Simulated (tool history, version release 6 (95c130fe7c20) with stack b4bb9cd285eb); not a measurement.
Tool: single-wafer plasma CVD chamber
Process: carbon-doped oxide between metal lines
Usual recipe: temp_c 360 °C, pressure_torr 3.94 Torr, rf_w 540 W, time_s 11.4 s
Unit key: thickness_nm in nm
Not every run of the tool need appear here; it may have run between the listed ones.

run,hour,temp_c,pressure_torr,rf_w,time_s,"read-back reference wafer on the same gauge, thickness_nm",thickness_nm
1,0.0,360,3.94,540,12.8,54.670,59.228
2,24.1,360,3.94,540,12.8,54.589,58.310
3,56.1,351,3.94,540,11.4,54.546,53.613
4,125.1,360,3.94,540,11.4,54.576,52.444
5,162.8,360,3.94,540,11.4,54.614,52.705
6,194.5,360,3.94,540,11.4,54.661,52.639
7,259.4,360,3.94,540,11.4,54.613,52.147
# hour 282.8: capacitance manometer re-zeroed and calibrated
8,314.5,360,4.64,540,11.4,54.590,53.902
# hour 331.6: RF generator calibrated
9,361.2,360,3.25,450,13.2,54.643,52.245
# hour 440.8: showerhead replaced
# hour 497.4: gauge calibrated
# hour 511.2: thermocouple changed; heater temperature recalibrated
10,559.6,360,3.25,450,13.2,54.641,51.738
11,606.5,352,3.04,485,10.6,54.566,44.697
12,640.0,369,3.94,540,12.3,54.566,55.524
13,698.2,360,2.97,630,9.6,54.603,46.957

For run 14, what comes out?
14,743.6,360,3.02,540,10.4,?,?

read-back reference wafer on the same gauge, thickness_nm: 54.538
thickness_nm: 46.399 nm
Without the tool's hidden state the same run would have given thickness_nm 46.399 nm.

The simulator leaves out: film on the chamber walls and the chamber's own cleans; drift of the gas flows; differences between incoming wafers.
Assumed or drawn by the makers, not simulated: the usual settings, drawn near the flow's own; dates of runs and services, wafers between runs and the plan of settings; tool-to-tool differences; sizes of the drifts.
